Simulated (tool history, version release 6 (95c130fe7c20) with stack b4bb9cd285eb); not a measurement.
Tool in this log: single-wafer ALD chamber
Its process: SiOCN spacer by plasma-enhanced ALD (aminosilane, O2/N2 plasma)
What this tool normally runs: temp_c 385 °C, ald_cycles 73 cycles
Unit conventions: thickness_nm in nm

run	hour	temp_c	ald_cycles	wafers since the last listed run	hours since the last thermocouple change	hours since the gauge calibration	read-back reference wafer on the same gauge, thickness_nm	thickness_nm
1	0.0	385	80	0	1452.2	235.5	5.082	4.869
2	13.4	385	80	46	1465.6	248.9	5.093	4.896
3	43.2	385	80	104	1495.4	278.7	5.092	4.892
4	64.6	385	81	74	1516.8	300.1	5.092	4.942
5	98.7	385	78	119	1550.9	334.2	5.106	4.788
6	120.6	385	78	76	1572.8	356.1	5.112	4.786
7	141.1	395	73	71	1593.3	376.6	5.112	4.488
8	156.5	395	73	53	1608.7	392.0	5.113	4.460
9	177.6	395	73	73	1629.8	413.1	5.121	4.477
10	204.6	375	64	94	1656.8	440.1	5.126	3.932
# hour 219.2: thermocouple changed; heater temperature recalibrated
11	227.3	381	79	51	8.1	462.8	5.135	4.900
12	242.6	385	73	53	23.4	478.1	5.135	4.492
# hour 242.6: gauge calibrated
13	263.7	372	67	73	44.5	21.1	5.076	4.070
14	283.7	397	62	69	64.5	41.1	5.077	3.776
15	314.3	385	73	106	95.1	71.7	5.080	4.466
16	419.8	375	64	368	200.6	177.2	5.085	3.913
17	432.7	385	84	45	213.5	190.1	5.086	5.131
18	451.0	380	73	63	231.8	208.4	5.089	4.452
19	466.7	390	59	54	247.5	224.1	5.093	3.621
20	499.9	381	73	116	280.7	257.3	5.093	4.458

Had the tool no unlogged condition, and each run kept its random variation, what would the results have been?
The hidden state here: wafer temperature above the value expected at the setpoint (K); gauge reads high (%).
run	thickness_nm
1	4.855
2	4.880
3	4.871
4	4.917
5	4.758
6	4.752
7	4.452
8	4.421
9	4.434
10	3.889
11	4.841
12	4.434
13	4.065
14	3.771
15	4.459
16	3.901
17	5.114
18	4.435
19	3.606
20	4.436
